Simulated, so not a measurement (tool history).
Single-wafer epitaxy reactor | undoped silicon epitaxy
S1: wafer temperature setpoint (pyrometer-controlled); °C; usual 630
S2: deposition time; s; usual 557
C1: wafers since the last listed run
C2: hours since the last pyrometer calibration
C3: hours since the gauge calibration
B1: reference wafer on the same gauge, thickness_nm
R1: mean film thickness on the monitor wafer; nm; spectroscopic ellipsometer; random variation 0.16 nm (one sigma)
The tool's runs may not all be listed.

run   hour   S1   S2   C1      C2     C3      B1      R1
  1      0  630  557    0  2316.9  183.3  64.133  58.842
  2   17.5  630  557   40  2334.4  200.8  64.069  58.735
  3   27.1  630  557   22    2344  210.4  64.035  58.674
  4   44.4  630  557   40  2361.3  227.7  64.109  59.054
  5   61.7  630  557   40  2378.6    245  64.097  58.934
  6   74.6  630  557   29  2391.5  257.9  64.048  58.525
  7   91.5  630  557   39  2408.4  274.8  64.075  58.692
  8  101.2  630  557   22  2418.1  284.5  64.081  58.838
  9  115.5  630  557   33  2432.4  298.8  64.098  58.824
 10    124  630  557   19  2440.9  307.3  64.099  58.452
 11  140.8  630  557   38  2457.7  324.1  64.097  58.757
 12  152.1  630  557   26    2469  335.4  64.095   58.75
 13  160.3  644  557   19  2477.2  343.6  64.111  77.178
 14  170.8  621  557   24  2487.7  354.1  64.069  48.993
     188.6  -- pyrometer calibrated
 15  189.1  630  557   23     0.5  372.4  64.113  58.344
 16  205.5  630  557   38    16.9  388.8  64.099  58.731
     228.9  -- gauge calibrated
 17  255.3  639  461  115    66.7   26.4  64.095  58.225
 18  289.9  630  557   80   101.3     61   64.09  58.635
 19  297.4  635  616   17   108.8   68.5  64.149  71.736
 20  312.2  630  557   34   123.6   83.3   64.03  58.546
 21    321  620  620   20   132.4   92.1  64.094  53.224
 22  336.7  636  644   36   148.1  107.8  64.126  76.531
 23  344.4  641  589   17   155.8  115.5  64.117  76.987
 24  361.5  617  459   39   172.9  132.6  64.112  37.275

Forecast each of these 3 alternatives for the next run:
  A  362.1  630  557   1  173.5  133.2   ?   ?
  B  362.1  638  470   1  173.5  133.2   ?   ?
  C  362.1  625  516   1  173.5  133.2   ?   ?

run      B1      R1
  A  64.091  58.742
  B  64.091   58.11
  C  64.091  49.208
Without the tool's hidden state the same runs would have given:
run      R1
  A  58.742
  B   58.11
  C  49.208
